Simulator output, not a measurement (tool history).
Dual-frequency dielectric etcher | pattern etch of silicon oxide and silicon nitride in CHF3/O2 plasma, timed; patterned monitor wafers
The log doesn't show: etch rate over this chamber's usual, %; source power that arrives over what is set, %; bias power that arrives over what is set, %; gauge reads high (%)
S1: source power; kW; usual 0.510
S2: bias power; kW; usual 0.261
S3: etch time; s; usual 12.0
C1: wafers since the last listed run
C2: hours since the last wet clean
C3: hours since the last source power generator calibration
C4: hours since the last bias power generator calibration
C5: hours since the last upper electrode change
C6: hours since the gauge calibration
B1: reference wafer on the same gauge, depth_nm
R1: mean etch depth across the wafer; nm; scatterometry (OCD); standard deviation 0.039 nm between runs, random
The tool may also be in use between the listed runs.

run	hour	S1	S2	S3	C1	C2	C3	C4	C5	C6	B1	R1
1	0.0	0.510	0.261	12.0	0	358.7	1824.4	923.3	3562.7	769.6	16.29	19.00
2	64.0	0.510	0.261	12.0	999	422.7	1888.4	987.3	3626.7	833.6	16.30	18.99
3	123.7	0.510	0.261	12.0	932	482.4	1948.1	1047.0	3686.4	893.3	16.30	18.93
4	174.5	0.510	0.261	12.0	793	533.2	1998.9	1097.8	3737.2	944.1	16.29	19.00
5	223.9	0.510	0.261	12.0	771	582.6	2048.3	1147.2	3786.6	993.5	16.30	19.11
# hour 356.1: wet clean of the chamber
6	357.7	0.510	0.261	12.0	1714	1.6	2182.1	1281.0	3920.4	1127.3	16.29	18.97
7	429.5	0.510	0.261	12.0	1120	73.4	2253.9	1352.8	3992.2	1199.1	16.31	19.05
8	496.6	0.510	0.261	12.0	1047	140.5	2321.0	1419.9	4059.3	1266.2	16.29	19.05
9	568.4	0.510	0.261	12.0	1120	212.3	2392.8	1491.7	4131.1	1338.0	16.30	19.04
# hour 682.1: upper electrode replaced
10	723.8	0.510	0.261	12.0	2051	367.7	2548.2	1647.1	41.7	1493.4	16.29	19.04
# hour 752.8: gauge calibrated
# hour 771.1: bias power generator calibrated
11	771.6	0.510	0.261	12.0	683	415.5	2596.0	0.5	89.5	18.8	16.29	19.49
12	818.7	0.420	0.219	9.0	735	462.6	2643.1	47.6	136.6	65.9	16.29	12.75
13	865.9	0.510	0.261	12.0	736	509.8	2690.3	94.8	183.8	113.1	16.30	19.43
14	925.8	0.510	0.261	12.0	935	569.7	2750.2	154.7	243.7	173.0	16.30	19.41
15	992.6	0.580	0.261	14.0	1042	636.5	2817.0	221.5	310.5	239.8	16.31	23.61
# hour 1008.2: source power generator calibrated
# hour 1041.1: wet clean of the chamber
16	1049.7	0.510	0.261	15.5	454	8.6	41.5	278.6	367.6	296.9	16.30	24.51
17	1117.4	0.390	0.319	15.0	1056	76.3	109.2	346.3	435.3	364.6	16.29	23.63
18	1165.5	0.510	0.261	12.0	750	124.4	157.3	394.4	483.4	412.7	16.29	18.91
19	1222.9	0.470	0.261	12.0	896	181.8	214.7	451.8	540.8	470.1	16.31	18.41
20	1260.2	0.550	0.297	12.0	582	219.1	252.0	489.1	578.1	507.4	16.29	20.41
21	1313.2	0.510	0.261	12.0	827	272.1	305.0	542.1	631.1	560.4	16.29	18.86
22	1369.1	0.510	0.261	10.0	872	328.0	360.9	598.0	687.0	616.3	16.29	15.66

Predict each of these 4 candidate next runs independently; none follows another, all start after run 22:
A	1369.5	0.430	0.261	12.0	6	328.4	361.3	598.4	687.4	616.7	?	?
B	1369.5	0.460	0.321	12.0	6	328.4	361.3	598.4	687.4	616.7	?	?
C	1369.5	0.580	0.198	10.0	6	328.4	361.3	598.4	687.4	616.7	?	?
D	1369.5	0.480	0.261	12.0	6	328.4	361.3	598.4	687.4	616.7	?	?

run	B1	R1
A	16.29	17.83
B	16.29	19.86
C	16.29	14.69
D	16.29	18.49
Without the tool's hidden state the same runs would have given:
run	R1
A	18.12
B	20.19
C	14.91
D	18.79

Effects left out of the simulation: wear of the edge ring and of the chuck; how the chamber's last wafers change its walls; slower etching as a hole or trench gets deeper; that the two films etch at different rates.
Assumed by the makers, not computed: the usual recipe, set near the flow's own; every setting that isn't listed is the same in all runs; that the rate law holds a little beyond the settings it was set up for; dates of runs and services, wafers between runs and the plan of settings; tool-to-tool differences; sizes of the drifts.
